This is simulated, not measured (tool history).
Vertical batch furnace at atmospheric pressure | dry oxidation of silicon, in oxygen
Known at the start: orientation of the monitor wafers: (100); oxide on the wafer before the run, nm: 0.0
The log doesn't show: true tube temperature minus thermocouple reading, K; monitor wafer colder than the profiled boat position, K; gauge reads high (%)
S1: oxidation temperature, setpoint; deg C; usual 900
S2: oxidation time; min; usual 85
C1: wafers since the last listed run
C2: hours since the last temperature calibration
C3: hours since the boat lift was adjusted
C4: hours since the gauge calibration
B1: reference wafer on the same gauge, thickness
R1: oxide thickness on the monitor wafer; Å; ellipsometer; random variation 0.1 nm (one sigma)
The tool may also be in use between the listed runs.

{"run": 1, "day": 0.0, "S1": 900, "S2": 85, "C1": 0, "C2": 3006.8, "C3": 1573, "C4": 184.6, "B1": 25.71, "R1": 229.3}
{"run": 2, "day": 1.588, "S1": 891, "S2": 85, "C1": 604, "C2": 3044.9, "C3": 1611.1, "C4": 222.7, "B1": 25.72, "R1": 210.7}
{"run": 3, "day": 5.146, "S1": 891, "S2": 85, "C1": 1355, "C2": 3130.3, "C3": 1696.5, "C4": 308.1, "B1": 25.71, "R1": 208.5}
{"run": 4, "day": 9.092, "S1": 900, "S2": 111.5, "C1": 1502, "C2": 3225, "C3": 1791.2, "C4": 402.8, "B1": 25.71, "R1": 274.3}
{"run": 5, "day": 12.225, "S1": 900, "S2": 85, "C1": 1193, "C2": 3300.2, "C3": 1866.4, "C4": 478, "B1": 25.74, "R1": 230}
{"run": 6, "day": 15.275, "S1": 900, "S2": 85, "C1": 1161, "C2": 3373.4, "C3": 1939.6, "C4": 551.2, "B1": 25.74, "R1": 228.3}
{"day": 16.858, "done": "gauge calibrated"}
{"run": 7, "day": 17.517, "S1": 900, "S2": 85, "C1": 853, "C2": 3427.2, "C3": 1993.4, "C4": 15.8, "B1": 25.73, "R1": 230}
{"run": 8, "day": 19.142, "S1": 919, "S2": 53.5, "C1": 618, "C2": 3466.2, "C3": 2032.4, "C4": 54.8, "B1": 25.74, "R1": 206.6}
{"run": 9, "day": 22.367, "S1": 921, "S2": 63.5, "C1": 1228, "C2": 3543.6, "C3": 2109.8, "C4": 132.2, "B1": 25.72, "R1": 235.3}
{"run": 10, "day": 26.708, "S1": 915, "S2": 126, "C1": 1653, "C2": 3647.8, "C3": 2214, "C4": 236.4, "B1": 25.73, "R1": 349.6}
{"day": 29.45, "done": "boat lift adjusted"}
{"day": 39.246, "done": "gauge calibrated"}
{"day": 39.908, "done": "thermocouples replaced and temperature profile calibrated"}
{"run": 11, "day": 39.929, "S1": 900, "S2": 85, "C1": 4273, "C2": 0.5, "C3": 251.5, "C4": 16.4, "B1": 25.68, "R1": 230.1}
{"run": 12, "day": 41.829, "S1": 889, "S2": 100.5, "C1": 723, "C2": 46.1, "C3": 297.1, "C4": 62, "B1": 25.71, "R1": 228.8}
{"run": 13, "day": 43.471, "S1": 916, "S2": 123.5, "C1": 625, "C2": 85.5, "C3": 336.5, "C4": 101.4, "B1": 25.73, "R1": 344.9}
{"run": 14, "day": 45.633, "S1": 900, "S2": 85, "C1": 823, "C2": 137.4, "C3": 388.4, "C4": 153.3, "B1": 25.67, "R1": 229.2}
{"run": 15, "day": 50.117, "S1": 915, "S2": 126, "C1": 1707, "C2": 245, "C3": 496, "C4": 260.9, "B1": 25.65, "R1": 347.8}

Forecast each of these 5 alternatives for the next run:
{"run": "A", "day": 50.354, "S1": 900, "S2": 85, "C1": 90, "C2": 250.7, "C3": 501.7, "C4": 266.6, "B1": "?", "R1": "?"}
{"run": "B", "day": 50.354, "S1": 910, "S2": 68.5, "C1": 90, "C2": 250.7, "C3": 501.7, "C4": 266.6, "B1": "?", "R1": "?"}
{"run": "C", "day": 50.354, "S1": 900, "S2": 50, "C1": 90, "C2": 250.7, "C3": 501.7, "C4": 266.6, "B1": "?", "R1": "?"}
{"run": "D", "day": 50.354, "S1": 882, "S2": 51, "C1": 90, "C2": 250.7, "C3": 501.7, "C4": 266.6, "B1": "?", "R1": "?"}
{"run": "E", "day": 50.354, "S1": 915, "S2": 85, "C1": 90, "C2": 250.7, "C3": 501.7, "C4": 266.6, "B1": "?", "R1": "?"}

run=A B1=25.71 R1=229.6
run=B B1=25.71 R1=220.3
run=C B1=25.71 R1=161.7
run=D B1=25.71 R1=135.3
run=E B1=25.71 R1=267.1
Without the tool's hidden state the same runs would have given:
run=A R1=229.6
run=B R1=220.3
run=C R1=161.7
run=D R1=135.3
run=E R1=267.1

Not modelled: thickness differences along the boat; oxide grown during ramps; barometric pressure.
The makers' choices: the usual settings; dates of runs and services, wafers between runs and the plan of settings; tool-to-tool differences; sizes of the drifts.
